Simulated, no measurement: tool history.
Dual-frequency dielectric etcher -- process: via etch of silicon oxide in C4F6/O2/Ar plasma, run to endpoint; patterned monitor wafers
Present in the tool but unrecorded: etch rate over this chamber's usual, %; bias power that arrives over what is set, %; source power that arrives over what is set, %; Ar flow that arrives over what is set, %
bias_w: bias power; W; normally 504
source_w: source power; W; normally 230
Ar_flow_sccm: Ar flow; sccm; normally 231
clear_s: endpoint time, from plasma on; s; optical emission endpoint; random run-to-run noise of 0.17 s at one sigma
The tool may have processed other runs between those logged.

| run | hour | bias_w | source_w | Ar_flow_sccm | wafers since the last listed run | hours since the last wet clean | hours since the last bias power generator calibration | hours since the last source power generator calibration | hours since the last Ar flow controller change | hours since the last upper electrode change | incoming incoming film thickness, nm | clear_s |
|---|---|---|---|---|---|---|---|---|---|---|---|---|
| 1 | 0.0 | 504 | 230 | 231 | 0 | 341.3 | 3167.4 | 2987.0 | 4436.7 | 3661.4 | 140.1 | 36.4 |
| 2 | 26.1 | 504 | 230 | 231 | 280 | 367.4 | 3193.5 | 3013.1 | 4462.8 | 3687.5 | 139.9 | 36.4 |
| 3 | 55.9 | 504 | 230 | 231 | 320 | 397.2 | 3223.3 | 3042.9 | 4492.6 | 3717.3 | 139.6 | 36.7 |
| 4 | 79.3 | 448 | 230 | 231 | 251 | 420.6 | 3246.7 | 3066.3 | 4516.0 | 3740.7 | 139.9 | 38.3 |
|  | 102.7 | bias power generator calibrated |
| 5 | 103.2 | 504 | 230 | 231 | 213 | 444.5 | 0.5 | 3090.2 | 4539.9 | 3764.6 | 139.9 | 36.9 |
|  | 137.3 | wet clean of the chamber |
| 6 | 137.8 | 504 | 230 | 231 | 113 | 0.5 | 35.1 | 3124.8 | 4574.5 | 3799.2 | 141.0 | 37.0 |
| 7 | 138.1 | 504 | 210 | 231 | 3 | 0.8 | 35.4 | 3125.1 | 4574.8 | 3799.5 | 139.3 | 37.2 |
|  | 148.8 | Ar flow controller replaced |
|  | 169.6 | upper electrode replaced |
| 8 | 170.1 | 396 | 290 | 231 | 55 | 32.8 | 67.4 | 3157.1 | 21.3 | 0.5 | 141.0 | 38.4 |
| 9 | 192.5 | 504 | 230 | 259 | 240 | 55.2 | 89.8 | 3179.5 | 43.7 | 22.9 | 139.3 | 37.1 |
|  | 217.4 | source power generator calibrated |
| 10 | 224.0 | 504 | 210 | 282 | 295 | 86.7 | 121.3 | 6.6 | 75.2 | 54.4 | 140.7 | 38.8 |
| 11 | 239.8 | 399 | 230 | 231 | 169 | 102.5 | 137.1 | 22.4 | 91.0 | 70.2 | 140.7 | 40.7 |
| 12 | 252.2 | 504 | 230 | 204 | 133 | 114.9 | 149.5 | 34.8 | 103.4 | 82.6 | 138.5 | 35.5 |
| 13 | 265.9 | 504 | 230 | 231 | 147 | 128.6 | 163.2 | 48.5 | 117.1 | 96.3 | 139.9 | 36.4 |
| 14 | 280.8 | 504 | 230 | 231 | 160 | 143.5 | 178.1 | 63.4 | 132.0 | 111.2 | 140.4 | 36.6 |

4 ways to go on from here, each from the tool as it stands after run 14. What would each give?
| A | 281.2 | 504 | 230 | 231 | 4 | 143.9 | 178.5 | 63.8 | 132.4 | 111.6 | 139.8 | ? |
| B | 281.2 | 588 | 270 | 205 | 4 | 143.9 | 178.5 | 63.8 | 132.4 | 111.6 | 139.8 | ? |
| C | 281.2 | 448 | 180 | 207 | 4 | 143.9 | 178.5 | 63.8 | 132.4 | 111.6 | 139.8 | ? |
| D | 281.2 | 472 | 230 | 259 | 4 | 143.9 | 178.5 | 63.8 | 132.4 | 111.6 | 139.8 | ? |

| run | clear_s |
|---|---|
| A | 36.5 |
| B | 32.6 |
| C | 39.4 |
| D | 38.1 |
Without the tool's hidden state the same runs would have given:
| run | clear_s |
|---|---|
| A | 36.5 |
| B | 32.6 |
| C | 39.4 |
| D | 38.1 |

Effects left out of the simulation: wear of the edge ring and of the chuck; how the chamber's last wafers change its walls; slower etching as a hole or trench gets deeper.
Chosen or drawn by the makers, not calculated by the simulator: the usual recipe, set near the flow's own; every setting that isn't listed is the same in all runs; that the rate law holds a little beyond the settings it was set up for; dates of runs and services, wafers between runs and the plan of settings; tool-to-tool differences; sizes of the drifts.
